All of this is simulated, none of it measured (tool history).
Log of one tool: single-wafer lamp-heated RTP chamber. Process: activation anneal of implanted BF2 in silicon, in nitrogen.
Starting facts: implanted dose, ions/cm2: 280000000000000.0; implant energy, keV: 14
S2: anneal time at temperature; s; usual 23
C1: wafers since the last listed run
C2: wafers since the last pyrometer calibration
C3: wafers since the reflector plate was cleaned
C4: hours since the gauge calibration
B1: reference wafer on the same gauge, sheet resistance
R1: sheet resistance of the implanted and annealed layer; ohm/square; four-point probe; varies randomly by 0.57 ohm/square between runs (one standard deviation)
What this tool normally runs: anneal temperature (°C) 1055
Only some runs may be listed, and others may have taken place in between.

Run 1, hour 0: usual settings; C1 0; C2 3233; C3 916; C4 318.3; B1 415.97. Result: R1 374.04 ohm/square.
At hour 1.9: gauge calibrated.
Run 2, hour 71.2: usual settings; C1 1060; C2 4294; C3 1977; C4 69.3; B1 416.12. Result: R1 372.38 ohm/square.
Run 3, hour 92.3: usual settings; C1 314; C2 4609; C3 2291; C4 90.4; B1 415.88. Result: R1 372.48 ohm/square.
At hour 131.5: reflector plate cleaned.
Run 4, hour 132: usual settings; C1 472; C2 5081; C3 6; C4 130.1; B1 415.9. Result: R1 375.25 ohm/square.
Run 5, hour 164.1: usual settings; C1 478; C2 5559; C3 484; C4 162.2; B1 416.22. Result: R1 374.73 ohm/square.
Run 6, hour 177.1: usual settings; C1 193; C2 5753; C3 678; C4 175.2; B1 415.91. Result: R1 373.74 ohm/square.
Run 7, hour 194.4: usual settings; C1 257; C2 6011; C3 936; C4 192.5; B1 416.13. Result: R1 373.57 ohm/square.
At hour 231.2: pyrometer window cleaned and pyrometer calibrated.
Run 8, hour 231.7: usual settings but anneal temperature (°C) 1078, S2 16 s; C1 436; C2 7; C3 1372; C4 229.8; B1 415.73. Result: R1 375.86 ohm/square.
Run 9, hour 256.6: usual settings; C1 370; C2 378; C3 1743; C4 254.7; B1 416.45. Result: R1 376.57 ohm/square.
At hour 274.7: gauge calibrated.
Run 10, hour 280.2: usual settings but anneal temperature (°C) 1038, S2 35 s; C1 351; C2 729; C3 2095; C4 5.5; B1 416.37. Result: R1 374.05 ohm/square.
Run 11, hour 293.6: usual settings; C1 199; C2 929; C3 2295; C4 18.9; B1 415.88. Result: R1 375.2 ohm/square.
Run 12, hour 306.3: usual settings but anneal temperature (°C) 1075, S2 32 s; C1 189; C2 1118; C3 2484; C4 31.6; B1 415.81. Result: R1 362.24 ohm/square.
Run 13, hour 319.2: usual settings but S2 35 s; C1 192; C2 1311; C3 2676; C4 44.5; B1 415.98. Result: R1 367.6 ohm/square.
Run 14, hour 353.6: usual settings but S2 32 s; C1 512; C2 1823; C3 3189; C4 78.9; B1 416.34. Result: R1 369.96 ohm/square.

For run 15, what comes out?
At hour 374.2: reflector plate cleaned.
Run 15, hour 374.7: usual settings but anneal temperature (°C) 1045; C1 195; C2 2018; C3 7; C4 100; B1 ?. Result: R1 ?.

{"run 15": {"B1": 416.18, "R1": 378.31}}
Take away the tool's hidden state, keep the run-to-run variation as it was, and the same run would have given R1 380.55 ohm/square.
